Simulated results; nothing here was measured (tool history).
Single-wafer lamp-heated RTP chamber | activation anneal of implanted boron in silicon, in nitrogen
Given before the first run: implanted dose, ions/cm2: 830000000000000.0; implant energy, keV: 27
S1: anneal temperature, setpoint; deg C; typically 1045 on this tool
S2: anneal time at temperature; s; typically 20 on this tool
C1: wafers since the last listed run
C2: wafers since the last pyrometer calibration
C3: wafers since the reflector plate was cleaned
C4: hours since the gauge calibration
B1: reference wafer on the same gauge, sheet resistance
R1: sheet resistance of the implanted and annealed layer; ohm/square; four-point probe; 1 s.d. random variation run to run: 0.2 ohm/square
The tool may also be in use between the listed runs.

{"run": 1, "hour": 0.0, "S1": 1029, "S2": 28, "C1": 0, "C2": 481, "C3": 7695, "C4": 112.0, "B1": 121.58, "R1": 133.94}
{"run": 2, "hour": 22.7, "S1": 1029, "S2": 28, "C1": 404, "C2": 885, "C3": 8100, "C4": 134.7, "B1": 121.65, "R1": 134.04}
{"run": 3, "hour": 54.3, "S1": 1045, "S2": 20, "C1": 563, "C2": 1449, "C3": 8663, "C4": 166.3, "B1": 121.83, "R1": 133.72}
{"run": 4, "hour": 67.6, "S1": 1045, "S2": 20, "C1": 237, "C2": 1686, "C3": 8900, "C4": 179.6, "B1": 121.84, "R1": 133.96}
{"run": 5, "hour": 97.2, "S1": 1045, "S2": 20, "C1": 527, "C2": 2214, "C3": 9428, "C4": 209.2, "B1": 121.96, "R1": 134.08}
{"run": 6, "hour": 129.8, "S1": 1045, "S2": 20, "C1": 581, "C2": 2795, "C3": 10010, "C4": 241.8, "B1": 122.13, "R1": 133.78}
{"run": 7, "hour": 146.6, "S1": 1045, "S2": 20, "C1": 299, "C2": 3095, "C3": 10309, "C4": 258.6, "B1": 122.08, "R1": 134.08}
{"run": 8, "hour": 166.9, "S1": 1058, "S2": 29, "C1": 362, "C2": 3457, "C3": 10671, "C4": 278.9, "B1": 122.15, "R1": 133.02}
{"hour": 181.2, "done": "pyrometer window cleaned and pyrometer calibrated"}
{"run": 9, "hour": 263.9, "S1": 1017, "S2": 24, "C1": 1587, "C2": 1474, "C3": 12258, "C4": 375.9, "B1": 122.28, "R1": 136.23}
{"hour": 303.1, "done": "gauge calibrated"}
{"hour": 361.6, "done": "reflector plate cleaned"}
{"run": 10, "hour": 364.8, "S1": 1033, "S2": 12, "C1": 1656, "C2": 3131, "C3": 56, "C4": 61.7, "B1": 121.71, "R1": 134.56}
{"hour": 390.8, "done": "pyrometer window cleaned and pyrometer calibrated"}
{"run": 11, "hour": 391.3, "S1": 1045, "S2": 20, "C1": 329, "C2": 8, "C3": 386, "C4": 88.2, "B1": 121.93, "R1": 133.77}
{"run": 12, "hour": 405.3, "S1": 1021, "S2": 16, "C1": 249, "C2": 258, "C3": 636, "C4": 102.2, "B1": 122.06, "R1": 136.16}
{"run": 13, "hour": 435.6, "S1": 1029, "S2": 20, "C1": 540, "C2": 798, "C3": 1176, "C4": 132.5, "B1": 122.15, "R1": 134.85}
{"run": 14, "hour": 462.2, "S1": 1066, "S2": 13, "C1": 474, "C2": 1273, "C3": 1651, "C4": 159.1, "B1": 122.34, "R1": 134.28}

Below are 5 alternative next runs, each starting from the tool's condition after run 14. Predict each:
{"run": "A", "hour": 462.6, "S1": 1045, "S2": 28, "C1": 7, "C2": 1280, "C3": 1658, "C4": 159.5, "B1": "?", "R1": "?"}
{"run": "B", "hour": 462.6, "S1": 1054, "S2": 20, "C1": 7, "C2": 1280, "C3": 1658, "C4": 159.5, "B1": "?", "R1": "?"}
{"run": "C", "hour": 462.6, "S1": 1045, "S2": 16, "C1": 7, "C2": 1280, "C3": 1658, "C4": 159.5, "B1": "?", "R1": "?"}
{"run": "D", "hour": 462.6, "S1": 1032, "S2": 20, "C1": 7, "C2": 1280, "C3": 1658, "C4": 159.5, "B1": "?", "R1": "?"}
{"run": "E", "hour": 462.6, "S1": 1036, "S2": 27, "C1": 7, "C2": 1280, "C3": 1658, "C4": 159.5, "B1": "?", "R1": "?"}

run=A B1=122.33 R1=133.89
run=B B1=122.33 R1=133.98
run=C B1=122.33 R1=134.61
run=D B1=122.33 R1=135.06
run=E B1=122.33 R1=134.43
With no hidden state in the tool, these same runs would have given:
run=A R1=132.43
run=B R1=132.53
run=C R1=133.15
run=D R1=133.60
run=E R1=132.98
